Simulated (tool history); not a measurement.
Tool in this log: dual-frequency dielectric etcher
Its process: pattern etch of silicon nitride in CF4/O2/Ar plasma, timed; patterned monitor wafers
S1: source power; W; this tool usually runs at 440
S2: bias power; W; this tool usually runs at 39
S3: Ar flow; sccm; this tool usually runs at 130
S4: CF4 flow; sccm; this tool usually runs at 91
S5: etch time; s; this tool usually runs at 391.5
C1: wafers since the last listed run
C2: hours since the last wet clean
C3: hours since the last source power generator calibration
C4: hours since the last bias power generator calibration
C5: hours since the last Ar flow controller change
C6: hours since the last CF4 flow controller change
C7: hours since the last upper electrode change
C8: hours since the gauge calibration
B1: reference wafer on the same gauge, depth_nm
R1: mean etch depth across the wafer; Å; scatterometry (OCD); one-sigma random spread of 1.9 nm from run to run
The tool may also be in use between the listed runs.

| run | hour | S1 | S2 | S3 | S4 | S5 | C1 | C2 | C3 | C4 | C5 | C6 | C7 | C8 | B1 | R1 |
|---|---|---|---|---|---|---|---|---|---|---|---|---|---|---|---|---|
| 1 | 0.0 | 440 | 39 | 130 | 91 | 391.5 | 0 | 280.1 | 14.1 | 1253.2 | 1671.3 | 154.6 | 3946.1 | 3039.9 | 475.5 | 5767 |
| 2 | 76.9 | 440 | 39 | 130 | 91 | 391.5 | 304 | 357.0 | 91.0 | 1330.1 | 1748.2 | 231.5 | 4023.0 | 3116.8 | 476.1 | 5699 |
| 3 | 183.8 | 440 | 39 | 130 | 91 | 391.5 | 423 | 463.9 | 197.9 | 1437.0 | 1855.1 | 338.4 | 4129.9 | 3223.7 | 475.6 | 5655 |
|  | 249.2 | wet clean of the chamber |
| 4 | 249.7 | 490 | 33 | 130 | 91 | 457.0 | 165 | 0.5 | 263.8 | 1502.9 | 1921.0 | 404.3 | 4195.8 | 3289.6 | 475.7 | 6909 |
| 5 | 302.8 | 440 | 39 | 152 | 99 | 391.5 | 210 | 53.6 | 316.9 | 1556.0 | 1974.1 | 457.4 | 4248.9 | 3342.7 | 476.0 | 5744 |
|  | 342.7 | gauge calibrated |
|  | 347.2 | upper electrode replaced |
|  | 393.9 | Ar flow controller replaced |
| 6 | 404.8 | 380 | 39 | 139 | 112 | 499.5 | 285 | 155.6 | 418.9 | 1658.0 | 10.9 | 559.4 | 57.6 | 62.1 | 476.2 | 6550 |
| 7 | 465.2 | 330 | 39 | 130 | 91 | 391.5 | 239 | 216.0 | 479.3 | 1718.4 | 71.3 | 619.8 | 118.0 | 122.5 | 476.1 | 4343 |
| 8 | 534.9 | 350 | 42 | 144 | 91 | 391.5 | 275 | 285.7 | 549.0 | 1788.1 | 141.0 | 689.5 | 187.7 | 192.2 | 476.0 | 4658 |
| 9 | 819.3 | 440 | 39 | 130 | 110 | 391.5 | 1125 | 570.1 | 833.4 | 2072.5 | 425.4 | 973.9 | 472.1 | 476.6 | 476.0 | 5729 |
| 10 | 857.8 | 440 | 39 | 130 | 91 | 391.5 | 152 | 608.6 | 871.9 | 2111.0 | 463.9 | 1012.4 | 510.6 | 515.1 | 476.3 | 5540 |
|  | 884.7 | wet clean of the chamber |
| 11 | 956.0 | 440 | 39 | 130 | 107 | 391.5 | 293 | 71.3 | 970.1 | 2209.2 | 562.1 | 1110.6 | 608.8 | 613.3 | 475.7 | 5867 |
| 12 | 1000.0 | 440 | 39 | 105 | 91 | 391.5 | 174 | 115.3 | 1014.1 | 2253.2 | 606.1 | 1154.6 | 652.8 | 657.3 | 476.1 | 5853 |
|  | 1050.1 | bias power generator calibrated |
| 13 | 1074.0 | 440 | 39 | 130 | 99 | 362.0 | 277 | 189.3 | 1088.1 | 23.9 | 680.1 | 1228.6 | 726.8 | 731.3 | 475.6 | 5453 |
| 14 | 1165.8 | 440 | 39 | 141 | 107 | 391.5 | 363 | 281.1 | 1179.9 | 115.7 | 771.9 | 1320.4 | 818.6 | 823.1 | 475.9 | 5876 |
| 15 | 1256.5 | 470 | 39 | 130 | 91 | 391.5 | 359 | 371.8 | 1270.6 | 206.4 | 862.6 | 1411.1 | 909.3 | 913.8 | 475.9 | 6124 |
| 16 | 1397.8 | 440 | 39 | 130 | 91 | 391.5 | 559 | 513.1 | 1411.9 | 347.7 | 1003.9 | 1552.4 | 1050.6 | 1055.1 | 476.1 | 5698 |
|  | 1516.5 | wet clean of the chamber |
| 17 | 1517.0 | 440 | 39 | 130 | 91 | 391.5 | 376 | 0.5 | 1531.1 | 466.9 | 1123.1 | 1671.6 | 1169.8 | 1174.3 | 476.0 | 5874 |
| 18 | 1579.9 | 440 | 30 | 130 | 91 | 391.5 | 248 | 63.4 | 1594.0 | 529.8 | 1186.0 | 1734.5 | 1232.7 | 1237.2 | 475.8 | 5143 |
| 19 | 1678.9 | 470 | 31 | 130 | 91 | 293.5 | 391 | 162.4 | 1693.0 | 628.8 | 1285.0 | 1833.5 | 1331.7 | 1336.2 | 476.0 | 4145 |
| 20 | 1721.8 | 480 | 35 | 139 | 98 | 391.5 | 169 | 205.3 | 1735.9 | 671.7 | 1327.9 | 1876.4 | 1374.6 | 1379.1 | 476.1 | 6002 |
| 21 | 1773.9 | 410 | 39 | 130 | 91 | 391.5 | 206 | 257.4 | 1788.0 | 723.8 | 1380.0 | 1928.5 | 1426.7 | 1431.2 | 476.1 | 5409 |

For each entry between runs, how does the tool's hidden state at the last listed run before it compare with that at the first listed run after it?
After run 3, before run 4: wet clean of the chamber (hour 249.2)
  etch rate over this chamber's usual, %: -2.53 -> -0.0985; bias power that arrives over what is set, %: -2.2 -> -2.44
  difference, measured minus the result without the unlogged condition, R1: -208 -> -84 Å
After run 5, before run 6: gauge calibrated (hour 342.7); upper electrode replaced (hour 347.2); Ar flow controller replaced (hour 393.9)
  etch rate over this chamber's usual, %: -0.397 -> -0.97; bias power that arrives over what is set, %: -2.64 -> -3.05
  difference, measured minus the result without the unlogged condition, R1: -98 -> -161 Å
After run 10, before run 11: wet clean of the chamber (hour 884.7)
  etch rate over this chamber's usual, %: -3.51 -> -0.401; bias power that arrives over what is set, %: -5.18 -> -5.71
  difference, measured minus the result without the unlogged condition, R1: -349 -> -186 Å
After run 12, before run 13: bias power generator calibrated (hour 1050.1)
  etch rate over this chamber's usual, %: -0.648 -> -1.06; bias power that arrives over what is set, %: -5.95 -> -0.113
  difference, measured minus the result without the unlogged condition, R1: -207 -> -62 Å
After run 16, before run 17: wet clean of the chamber (hour 1516.5)
  etch rate over this chamber's usual, %: -2.88 -> 0.0335; bias power that arrives over what is set, %: -0.263 -> -0.384
  difference, measured minus the result without the unlogged condition, R1: -176 -> -9 Å

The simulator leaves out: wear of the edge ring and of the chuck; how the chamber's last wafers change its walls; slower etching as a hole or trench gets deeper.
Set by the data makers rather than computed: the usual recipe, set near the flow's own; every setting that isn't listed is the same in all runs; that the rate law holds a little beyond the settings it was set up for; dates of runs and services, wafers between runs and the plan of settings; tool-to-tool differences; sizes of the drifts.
